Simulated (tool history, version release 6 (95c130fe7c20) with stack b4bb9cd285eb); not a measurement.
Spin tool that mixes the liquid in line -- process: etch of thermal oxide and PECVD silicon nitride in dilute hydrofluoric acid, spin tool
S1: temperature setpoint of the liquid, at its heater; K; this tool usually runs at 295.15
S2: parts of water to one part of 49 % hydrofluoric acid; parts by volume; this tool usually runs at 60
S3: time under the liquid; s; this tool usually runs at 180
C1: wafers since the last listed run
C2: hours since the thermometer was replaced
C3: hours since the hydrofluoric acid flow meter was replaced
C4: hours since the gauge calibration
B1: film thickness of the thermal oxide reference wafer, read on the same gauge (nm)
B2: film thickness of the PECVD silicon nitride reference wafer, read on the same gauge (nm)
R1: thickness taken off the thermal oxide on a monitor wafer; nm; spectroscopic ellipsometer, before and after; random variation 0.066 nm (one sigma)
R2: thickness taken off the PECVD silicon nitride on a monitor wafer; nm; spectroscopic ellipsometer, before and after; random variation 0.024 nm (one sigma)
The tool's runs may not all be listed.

run 1 day=0.000 | S1=295.15 S2=60 S3=180 | C1=0 C2=106.4 C3=1261.3 C4=954.0 | B1=70.06 B2=149.99 | R1=13.42 R2=5.22
run 2 day=0.562 | S1=291.65 S2=60 S3=180 | C1=67 C2=119.9 C3=1274.8 C4=967.5 | B1=70.00 B2=150.00 | R1=11.51 R2=4.11
run 3 day=1.850 | S1=295.15 S2=60 S3=180 | C1=155 C2=150.8 C3=1305.7 C4=998.4 | B1=70.04 B2=150.00 | R1=13.36 R2=5.23
run 4 day=2.383 | S1=295.15 S2=60 S3=180 | C1=64 C2=163.6 C3=1318.5 C4=1011.2 | B1=70.00 B2=150.00 | R1=13.52 R2=5.26
run 5 day=3.133 | S1=295.15 S2=60 S3=180 | C1=90 C2=181.6 C3=1336.5 C4=1029.2 | B1=70.00 B2=149.99 | R1=13.43 R2=5.28
run 6 day=4.229 | S1=295.15 S2=60 S3=180 | C1=132 C2=207.9 C3=1362.8 C4=1055.5 | B1=70.07 B2=150.01 | R1=13.42 R2=5.28
run 7 day=5.229 | S1=300.15 S2=70 S3=85 | C1=120 C2=231.9 C3=1386.8 C4=1079.5 | B1=70.01 B2=149.97 | R1=6.58 R2=2.98
run 8 day=6.688 | S1=290.65 S2=35 S3=180 | C1=175 C2=266.9 C3=1421.8 C4=1114.5 | B1=70.00 B2=149.98 | R1=19.84 R2=6.57
run 9 day=7.738 | S1=292.65 S2=80 S3=75 | C1=126 C2=292.1 C3=1447.0 C4=1139.7 | B1=70.00 B2=150.00 | R1=3.73 R2=1.41
run 10 day=8.404 | S1=292.65 S2=40 S3=245 | C1=80 C2=308.1 C3=1463.0 C4=1155.7 | B1=70.01 B2=150.02 | R1=25.51 R2=9.02
run 11 day=9.475 | S1=299.65 S2=80 S3=275 | C1=129 C2=333.8 C3=1488.7 C4=1181.4 | B1=70.00 B2=150.01 | R1=18.08 R2=8.24
-- day=10.025 hydrofluoric acid flow meter replaced
-- day=10.333 gauge calibrated
run 12 day=10.696 | S1=295.15 S2=60 S3=180 | C1=142 C2=363.1 C3=16.1 C4=8.7 | B1=70.01 B2=150.01 | R1=13.51 R2=5.33
run 13 day=11.317 | S1=298.65 S2=70 S3=70 | C1=74 C2=378.0 C3=31.0 C4=23.6 | B1=69.97 B2=150.00 | R1=5.11 R2=2.23
run 14 day=11.862 | S1=299.15 S2=40 S3=90 | C1=65 C2=391.1 C3=44.1 C4=36.7 | B1=69.94 B2=149.99 | R1=12.20 R2=5.19
run 15 day=12.912 | S1=295.15 S2=70 S3=70 | C1=126 C2=416.3 C3=69.3 C4=61.9 | B1=70.01 B2=150.00 | R1=4.49 R2=1.78
run 16 day=14.108 | S1=300.15 S2=70 S3=85 | C1=144 C2=445.0 C3=98.0 C4=90.6 | B1=70.02 B2=150.01 | R1=6.66 R2=3.01
run 17 day=15.058 | S1=295.15 S2=80 S3=180 | C1=114 C2=467.8 C3=120.8 C4=113.4 | B1=69.99 B2=150.02 | R1=9.88 R2=4.04
run 18 day=15.696 | S1=295.15 S2=40 S3=180 | C1=76 C2=483.1 C3=136.1 C4=128.7 | B1=70.04 B2=150.02 | R1=20.75 R2=7.95
run 19 day=16.417 | S1=295.15 S2=60 S3=180 | C1=86 C2=500.4 C3=153.4 C4=146.0 | B1=69.98 B2=150.00 | R1=13.63 R2=5.36
run 20 day=17.212 | S1=295.15 S2=85 S3=180 | C1=95 C2=519.5 C3=172.5 C4=165.1 | B1=69.98 B2=150.01 | R1=9.36 R2=3.81
run 21 day=18.096 | S1=295.15 S2=50 S3=75 | C1=106 C2=540.7 C3=193.7 C4=186.3 | B1=70.04 B2=149.98 | R1=6.86 R2=2.68
run 22 day=18.858 | S1=295.15 S2=45 S3=180 | C1=91 C2=559.0 C3=212.0 C4=204.6 | B1=70.04 B2=150.01 | R1=18.48 R2=7.15
run 23 day=19.546 | S1=297.65 S2=70 S3=225 | C1=82 C2=575.5 C3=228.5 C4=221.1 | B1=69.93 B2=150.02 | R1=15.99 R2=6.90
run 24 day=20.329 | S1=295.15 S2=90 S3=100 | C1=94 C2=594.3 C3=247.3 C4=239.9 | B1=69.99 B2=149.98 | R1=4.86 R2=2.01
run 25 day=22.138 | S1=295.15 S2=60 S3=180 | C1=218 C2=637.7 C3=290.7 C4=283.3 | B1=69.99 B2=150.02 | R1=13.77 R2=5.38

Some steps in R1 between neighbouring runs. How much of each would the tool show without its hidden state too (settings, what came in, random variation), and how much is left for the hidden state, with any gauge scatter that isn't in both results?
The hidden state here: liquid hotter than its thermometer reads (K); hydrofluoric acid flow below the setpoint (%); gauge reads high (%).
Run 8 -> 9: S1 290.65 -> 292.65, S2 35 -> 80, S3 180 -> 75. R1 -16.11 nm: hidden state -0.45, all else -15.66.
Run 9 -> 10: S2 80 -> 40, S3 75 -> 245. R1 +21.78 nm: hidden state +0.63, all else +21.15.

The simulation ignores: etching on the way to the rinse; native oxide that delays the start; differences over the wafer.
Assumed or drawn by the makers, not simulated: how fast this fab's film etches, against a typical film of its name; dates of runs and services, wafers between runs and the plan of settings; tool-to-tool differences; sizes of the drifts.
